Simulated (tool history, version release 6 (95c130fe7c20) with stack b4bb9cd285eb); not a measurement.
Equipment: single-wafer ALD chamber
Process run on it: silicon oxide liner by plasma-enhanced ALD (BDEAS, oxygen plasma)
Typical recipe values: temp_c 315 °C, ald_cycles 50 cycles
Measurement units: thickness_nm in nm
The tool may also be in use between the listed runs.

| run | day | temp_c | ald_cycles | read-back reference wafer on the same gauge, thickness_nm | thickness_nm |
|---|---|---|---|---|---|
| 1 | 0.000 | 315 | 50 | 3.560 | 4.257 |
| 2 | 0.592 | 315 | 50 | 3.559 | 4.235 |
| 3 | 1.400 | 315 | 50 | 3.558 | 4.244 |
| 4 | 2.571 | 315 | 50 | 3.558 | 4.256 |
| 5 | 3.996 | 315 | 50 | 3.559 | 4.255 |
| 6 | 4.750 | 308 | 50 | 3.559 | 4.270 |
| 7 | 5.662 | 315 | 50 | 3.559 | 4.235 |
| 8 | 6.350 | 315 | 43 | 3.559 | 3.645 |
| 9 | 7.588 | 315 | 43 | 3.561 | 3.649 |
| 10 | 8.112 | 315 | 50 | 3.561 | 4.239 |
| 11 | 8.862 | 330 | 46 | 3.559 | 3.834 |
| 12 | 9.467 | 315 | 43 | 3.560 | 3.648 |
|  | 9.500 | gauge calibrated |
| 13 | 10.521 | 315 | 50 | 3.560 | 4.249 |
| 14 | 11.742 | 330 | 50 | 3.559 | 4.152 |
|  | 13.425 | thermocouple changed; heater temperature recalibrated |
| 15 | 13.446 | 315 | 50 | 3.561 | 4.252 |
| 16 | 16.696 | 326 | 47 | 3.558 | 3.933 |
| 17 | 17.933 | 305 | 47 | 3.560 | 4.021 |
| 18 | 19.004 | 323 | 55 | 3.560 | 4.611 |
| 19 | 20.242 | 302 | 54 | 3.561 | 4.666 |
| 20 | 21.371 | 326 | 46 | 3.561 | 3.862 |
| 21 | 22.492 | 315 | 46 | 3.559 | 3.905 |

Alternative continuations, all from the tool just after run 21; predict every row:
| A | 22.512 | 315 | 50 | ? | ? |
| B | 22.512 | 311 | 57 | ? | ? |
| C | 22.512 | 310 | 50 | ? | ? |

| run | read-back reference wafer on the same gauge, thickness_nm | thickness_nm |
|---|---|---|
| A | 3.559 | 4.227 |
| B | 3.559 | 4.842 |
| C | 3.559 | 4.253 |
With no hidden state in the tool, these same runs would have given:
| run | thickness_nm |
|---|---|
| A | 4.227 |
| B | 4.842 |
| C | 4.253 |
